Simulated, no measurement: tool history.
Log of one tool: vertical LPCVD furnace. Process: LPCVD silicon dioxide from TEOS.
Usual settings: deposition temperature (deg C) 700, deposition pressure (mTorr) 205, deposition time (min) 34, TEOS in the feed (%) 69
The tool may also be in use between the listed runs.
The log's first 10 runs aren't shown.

run   hour  deposition temperature (deg C)  deposition pressure (mTorr)  deposition time (min)  TEOS in the feed (%)  wafers since the last listed run  hours since the last temperature calibration  hours since the pressure gauge was zeroed  hours since the TEOS flow controller was replaced  hours since the gauge calibration  read-back reference wafer on the same gauge, thickness  film thickness on the monitor wafer in the middle of the boat (Å)
 11  128.4                             700                          205                     34                    69                               134                                          13.3                                     5281.1                                             3936.1                               28.9                                                  258.08                                                             2323.5
 12  138.3                             700                          205                     34                    69                               164                                          23.2                                       5291                                               3946                               38.8                                                  258.03                                                             2314.8
 13  156.1                             700                          205                     34                    69                               296                                            41                                     5308.8                                             3963.8                               56.6                                                  258.18                                                             2316.6
 14  170.8                             700                          205                     34                    69                               244                                          55.7                                     5323.5                                             3978.5                               71.3                                                  257.98                                                             2317.7
 15  178.7                             700                          205                     34                    69                               131                                          63.6                                     5331.4                                             3986.4                               79.2                                                  258.06                                                             2326.7
 16  186.8                             700                          165                     34                    69                               134                                          71.7                                     5339.5                                             3994.5                               87.3                                                  257.93                                                             2087.1
     213.2  -- pressure gauge zeroed
 17  213.7                             706                          190                     25                    79                                48                                          98.6                                        0.5                                             4021.4                              114.2                                                  258.03                                                             2009.9
 18  218.4                             700                          205                     34                    69                                44                                         103.3                                        5.2                                             4026.1                              118.9                                                     258                                                               2320
     240.4  -- TEOS flow controller replaced
 19  240.9                             700                          175                     34                    69                                 8                                         125.8                                       27.7                                                0.5                              141.4                                                  257.88                                                             2146.5
 20  246.8                             700                          205                   38.5                    62                                98                                         131.7                                       33.6                                                6.4                              147.3                                                  257.95                                                             2487.9
 21  256.1                             700                          205                   29.5                    69                               154                                           141                                       42.9                                               15.7                              156.6                                                  257.89                                                             2010.6
 22  270.9                             700                          205                     34                    69                               246                                         155.8                                       57.7                                               30.5                              171.4                                                   257.9                                                             2320.3
 23  283.3                             700                          205                     34                    77                               206                                         168.2                                       70.1                                               42.9                              183.8                                                  258.02                                                               2452
 24  300.1                             700                          205                   39.5                    69                               279                                           185                                       86.9                                               59.7                              200.6                                                  258.05                                                             2696.8
 25  307.2                             700                          205                     34                    69                               118                                         192.1                                         94                                               66.8                              207.7                                                  258.01                                                             2327.3
 26  334.2                             708                          205                     46                    55                               449                                         219.1                                        121                                               93.8                              234.7                                                  257.88                                                             3375.4
 27  345.4                             696                          185                     34                    58                               186                                         230.3                                      132.2                                                105                              245.9                                                  257.98                                                             1842.7
     358.2  -- gauge calibrated
 28  361.7                             700                          240                     47                    62                               271                                         246.6                                      148.5                                              121.3                                3.5                                                  257.94                                                               3287
 29  372.8                             700                          205                     34                    69                               184                                         257.7                                      159.6                                              132.4                               14.6                                                  257.89                                                             2318.4
 30  383.3                             712                          205                     34                    82                               174                                         268.2                                      170.1                                              142.9                               25.1                                                  257.89                                                             3327.1
 31  393.8                             696                          180                     34                    69                               174                                         278.7                                      180.6                                              153.4                               35.6                                                  258.01                                                             1978.1
 32  409.3                             705                          205                   28.5                    56                               257                                         294.2                                      196.1                                              168.9                               51.1                                                  257.93                                                             1966.5

Forecast each of these 3 alternatives for the next run:
  A  414.1                             710                          205                     34                    69                                79                                           299                                      200.9                                              173.7                               55.9                                                       ?                                                                  ?
  B  414.1                             688                          160                     34                    64                                79                                           299                                      200.9                                              173.7                               55.9                                                       ?                                                                  ?
  C  414.1                             689                          240                     25                    59                                79                                           299                                      200.9                                              173.7                               55.9                                                       ?                                                                  ?

run  read-back reference wafer on the same gauge, thickness  film thickness on the monitor wafer in the middle of the boat (Å)
  A                                                  257.94                                                               2916
  B                                                  257.94                                                             1485.9
  C                                                  257.94                                                             1315.8
Without the tool's hidden state the same runs would have given:
run  film thickness on the monitor wafer in the middle of the boat (Å)
  A                                                             2905.9
  B                                                             1480.5
  C                                                               1311
